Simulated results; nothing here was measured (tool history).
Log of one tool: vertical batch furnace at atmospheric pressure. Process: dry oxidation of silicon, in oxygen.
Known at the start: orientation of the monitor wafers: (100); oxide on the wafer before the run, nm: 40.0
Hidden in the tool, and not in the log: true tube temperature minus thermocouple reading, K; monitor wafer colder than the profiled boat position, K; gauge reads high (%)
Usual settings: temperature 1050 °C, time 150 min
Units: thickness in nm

| run | hour | temperature | time | wafers since the last listed run | hours since the last temperature calibration | hours since the boat lift was adjusted | hours since the gauge calibration | read-back reference wafer on the same gauge, thickness | thickness |
|---|---|---|---|---|---|---|---|---|---|
| 1 | 0 | 1066 | 150 | 0 | 1223.3 | 376.9 | 278.9 | 164.04 | 173.05 |
| 2 | 42.5 | 1050 | 150 | 621 | 1265.8 | 419.4 | 321.4 | 163.86 | 154.8 |
| 3 | 67.8 | 1050 | 150 | 369 | 1291.1 | 444.7 | 346.7 | 163.84 | 154.79 |
| 4 | 196.8 | 1050 | 150 | 1885 | 1420.1 | 573.7 | 475.7 | 163.93 | 152.99 |
| 5 | 249.9 | 1050 | 150 | 775 | 1473.2 | 626.8 | 528.8 | 164.17 | 153.87 |
| 6 | 318.8 | 1050 | 94 | 1006 | 1542.1 | 695.7 | 597.7 | 163.86 | 118.05 |
| 7 | 359.2 | 1050 | 94 | 590 | 1582.5 | 736.1 | 638.1 | 164.01 | 119.99 |
| 8 | 406.3 | 1050 | 94 | 688 | 1629.6 | 783.2 | 685.2 | 163.95 | 118.92 |
| 9 | 457.8 | 1063 | 94 | 752 | 1681.1 | 834.7 | 736.7 | 163.95 | 130.22 |
| 10 | 499.9 | 1050 | 150 | 615 | 1723.2 | 876.8 | 778.8 | 164 | 153.96 |
| 11 | 556.3 | 1050 | 150 | 824 | 1779.6 | 933.2 | 835.2 | 164 | 153.66 |
| 12 | 607.1 | 1050 | 150 | 742 | 1830.4 | 984 | 886 | 164.03 | 154.29 |
| 13 | 643.4 | 1050 | 150 | 530 | 1866.7 | 1020.3 | 922.3 | 163.98 | 153 |
| 14 | 685.7 | 1050 | 150 | 618 | 1909 | 1062.6 | 964.6 | 163.95 | 155.01 |
| 15 | 734.3 | 1050 | 150 | 710 | 1957.6 | 1111.2 | 1013.2 | 163.95 | 153.52 |
| 16 | 770.7 | 1050 | 224.5 | 531 | 1994 | 1147.6 | 1049.6 | 163.96 | 195.04 |
| 17 | 820.4 | 1034 | 121.5 | 726 | 2043.7 | 1197.3 | 1099.3 | 163.91 | 123.06 |
| 18 | 871.6 | 1035 | 102 | 748 | 2094.9 | 1248.5 | 1150.5 | 164.17 | 112.95 |
| 19 | 943.3 | 1067 | 206.5 | 1047 | 2166.6 | 1320.2 | 1222.2 | 164 | 207.12 |
| 20 | 979.9 | 1041 | 150 | 534 | 2203.2 | 1356.8 | 1258.8 | 163.98 | 146.31 |
| 21 | 1031.4 | 1050 | 150 | 752 | 2254.7 | 1408.3 | 1310.3 | 164.19 | 155.28 |
|  | 1044.3 | gauge calibrated |
| 22 | 1077.9 | 1041 | 100 | 679 | 2301.2 | 1454.8 | 33.6 | 163.99 | 116.69 |
|  | 1115.3 | boat lift adjusted |
| 23 | 1203.9 | 1050 | 150 | 1490 | 2427.2 | 88.6 | 159.6 | 163.99 | 159.62 |
| 24 | 1241.3 | 1059 | 107 | 546 | 2464.6 | 126 | 197 | 163.98 | 138.93 |
| 25 | 1277.9 | 1050 | 202 | 534 | 2501.2 | 162.6 | 233.6 | 164.17 | 187.47 |
| 26 | 1330.3 | 1058 | 182 | 765 | 2553.6 | 215 | 286 | 164.01 | 185.98 |
|  | 1398.7 | thermocouples replaced and temperature profile calibrated |
| 27 | 1420.2 | 1050 | 150 | 963 | 21.5 | 304.9 | 375.9 | 163.98 | 153.95 |
| 28 | 1454.2 | 1027 | 76 | 496 | 55.5 | 338.9 | 409.9 | 163.99 | 92.75 |
| 29 | 1499.5 | 1062 | 114 | 661 | 100.8 | 384.2 | 455.2 | 164.04 | 142.33 |
| 30 | 1548.2 | 1050 | 150 | 711 | 149.5 | 432.9 | 503.9 | 164.08 | 152.98 |
| 31 | 1572.6 | 1050 | 150 | 356 | 173.9 | 457.3 | 528.3 | 163.95 | 153.09 |
| 32 | 1633 | 1029 | 202.5 | 882 | 234.3 | 517.7 | 588.7 | 164.02 | 158.35 |
| 33 | 1689.5 | 1036 | 104.5 | 825 | 290.8 | 574.2 | 645.2 | 163.93 | 114.36 |
| 34 | 1754.5 | 1027 | 77.5 | 949 | 355.8 | 639.2 | 710.2 | 163.95 | 92.33 |
| 35 | 1784.2 | 1064 | 100.5 | 434 | 385.5 | 668.9 | 739.9 | 163.93 | 133.73 |
| 36 | 1825.2 | 1050 | 209.5 | 599 | 426.5 | 709.9 | 780.9 | 163.8 | 185.37 |
| 37 | 1890.5 | 1069 | 169 | 954 | 491.8 | 775.2 | 846.2 | 163.94 | 185.9 |
| 38 | 1939.1 | 1034 | 197.5 | 710 | 540.4 | 823.8 | 894.8 | 164.02 | 160.75 |

5 ways to go on from here, each from the tool as it stands after run 38. What would each give?
| A | 1944.8 | 1050 | 150 | 83 | 546.1 | 829.5 | 900.5 | ? | ? |
| B | 1944.8 | 1071 | 130 | 83 | 546.1 | 829.5 | 900.5 | ? | ? |
| C | 1944.8 | 1064 | 216 | 83 | 546.1 | 829.5 | 900.5 | ? | ? |
| D | 1944.8 | 1033 | 189.5 | 83 | 546.1 | 829.5 | 900.5 | ? | ? |
| E | 1944.8 | 1069 | 176.5 | 83 | 546.1 | 829.5 | 900.5 | ? | ? |

| run | read-back reference wafer on the same gauge, thickness | thickness |
|---|---|---|
| A | 164.2 | 152.73 |
| B | 164.2 | 161.29 |
| C | 164.2 | 206.28 |
| D | 164.2 | 155.75 |
| E | 164.2 | 189.56 |
Without the tool's hidden state the same runs would have given:
| run | thickness |
|---|---|
| A | 155.26 |
| B | 163.86 |
| C | 209.59 |
| D | 158.42 |
| E | 192.58 |
